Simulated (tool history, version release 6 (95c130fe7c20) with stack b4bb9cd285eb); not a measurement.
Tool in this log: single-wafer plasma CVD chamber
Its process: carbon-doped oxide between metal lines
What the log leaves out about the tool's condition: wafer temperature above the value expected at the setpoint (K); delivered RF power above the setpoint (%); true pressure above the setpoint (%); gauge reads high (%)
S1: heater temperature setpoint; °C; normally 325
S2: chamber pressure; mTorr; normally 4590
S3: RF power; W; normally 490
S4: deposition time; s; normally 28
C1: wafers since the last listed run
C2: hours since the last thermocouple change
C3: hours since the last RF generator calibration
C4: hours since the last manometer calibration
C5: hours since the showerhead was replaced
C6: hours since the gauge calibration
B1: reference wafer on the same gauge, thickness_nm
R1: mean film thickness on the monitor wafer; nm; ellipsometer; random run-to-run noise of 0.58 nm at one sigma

run,hour,S1,S2,S3,S4,C1,C2,C3,C4,C5,C6,B1,R1
1,0,335,3860,490,28,0,244,1382.6,665,2008.6,589.8,152.934,140.705
2,77,335,3860,490,28,2601,321,1459.6,742,2085.6,666.8,153.117,141.169
3,149.6,335,3860,490,28,2452,393.6,1532.2,814.6,2158.2,739.4,153.047,139.335
4,238.4,325,4590,490,28,2999,482.4,1621,903.4,2247,828.2,152.989,145.98
5,337.3,325,4590,490,28,3341,581.3,1719.9,1002.3,2345.9,927.1,153.066,146.17
6,442.1,325,4590,490,28,3540,686.1,1824.7,1107.1,2450.7,1031.9,153.156,145.655
7,503.2,325,4020,490,29.9,2064,747.2,1885.8,1168.2,2511.8,1093,153.088,152.508
# hour 706.9: capacitance manometer re-zeroed and calibrated
8,820.3,325,4020,490,29.9,10441,1064.3,2202.9,113.4,2828.9,1410.1,153.005,153.711
9,910.9,325,4020,490,29.9,3060,1154.9,2293.5,204,2919.5,1500.7,153.066,153.677
# hour 966.4: thermocouple changed; heater temperature recalibrated
10,1000,338,4590,490,33.4,2739,33.6,2382.6,293.1,3008.6,1589.8,153.085,169.722
11,1039,325,5680,490,28,1317,72.6,2421.6,332.1,3047.6,1628.8,152.985,150.267
12,1088.5,325,4590,490,28,1672,122.1,2471.1,381.6,3097.1,1678.3,153.086,147.29
# hour 1097.8: RF generator calibrated
# hour 1142.2: showerhead replaced
13,1173.2,338,4590,445,28,2320,206.8,75.4,466.3,31,1763,153.083,132.255
14,1271.9,330,5400,560,28,3334,305.5,174.1,565,129.7,1861.7,153.01,165.156
# hour 1288.4: gauge calibrated
15,1332.3,325,4590,490,28,2040,365.9,234.5,625.4,190.1,43.9,153.08,148.979
16,1394.6,320,4590,490,32,2104,428.2,296.8,687.7,252.4,106.2,153.057,171.645
17,1630.4,325,5050,490,24.8,7965,664,532.6,923.5,488.2,342,152.989,132.331
18,1726.5,325,4590,570,28,3246,760.1,628.7,1019.6,584.3,438.1,152.911,166.55

Hidden state, per run?
true pressure above the setpoint (%): 0, the same for each run
gauge reads high (%): 0, the same for each run
H1: wafer temperature above the value expected at the setpoint (K)
H2: delivered RF power above the setpoint (%)
run,H1,H2
1,2.67,-2.48
2,3.25,-2.52
3,3.72,-2.56
4,4.19,-2.61
5,4.61,-2.65
6,4.97,-2.69
7,5.13,-2.71
8,5.71,-2.8
9,5.81,-2.82
10,-0.247,-2.83
11,0.262,-2.84
12,0.844,-2.85
13,1.7,-0.274
14,2.5,-0.586
15,2.91,-0.758
16,3.27,-0.922
17,4.25,-1.44
18,4.52,-1.61

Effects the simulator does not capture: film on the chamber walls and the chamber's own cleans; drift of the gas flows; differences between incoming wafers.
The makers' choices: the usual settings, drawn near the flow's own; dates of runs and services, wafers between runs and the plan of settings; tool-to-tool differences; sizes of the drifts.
